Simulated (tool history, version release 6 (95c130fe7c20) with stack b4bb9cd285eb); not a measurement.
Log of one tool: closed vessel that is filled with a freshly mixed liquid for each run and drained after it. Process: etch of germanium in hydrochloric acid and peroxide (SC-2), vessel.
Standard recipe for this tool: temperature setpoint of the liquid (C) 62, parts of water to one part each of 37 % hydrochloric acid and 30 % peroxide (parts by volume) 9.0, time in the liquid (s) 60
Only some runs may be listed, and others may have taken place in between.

run,hour,temperature setpoint of the liquid (C),parts of water to one part each of 37 % hydrochloric acid and 30 % peroxide (parts by volume),time in the liquid (s),"read-back film thickness of the germanium reference wafer, read on the same gauge (nm)",thickness taken off the germanium on a monitor wafer (Å)
1,0.0,62,9.0,40,60.10,1433.6
2,19.6,62,10.5,60,60.18,2147.0
3,80.7,62,10.5,60,60.28,2158.4
4,102.4,62,10.5,60,60.37,2138.0
5,130.7,62,9.0,60,60.47,2191.0
6,165.1,62,9.0,60,60.50,2172.8
7,178.2,62,9.0,60,60.53,2200.2
8,203.7,62,9.0,50,60.62,1830.8
9,229.2,62,9.0,50,60.64,1815.3
10,251.3,58,10.5,60,60.73,1914.2
11,272.7,68,6.0,80,60.77,3597.0
12,302.8,62,13.0,60,60.81,2088.5
13,323.3,62,7.5,60,60.91,2255.2
14,352.9,62,9.0,60,60.96,2211.8
15,387.1,55,5.0,40,61.03,1221.8

Forecast run 16:
16,404.4,62,5.0,30,?,?

Run 16 gave read-back film thickness of the germanium reference wafer, read on the same gauge (nm) 61.07, thickness taken off the germanium on a monitor wafer (Å) 1137.9.
Were there no unlogged condition in the tool, this run, its random variation unchanged, would have produced thickness taken off the germanium on a monitor wafer (Å) 1117.8.
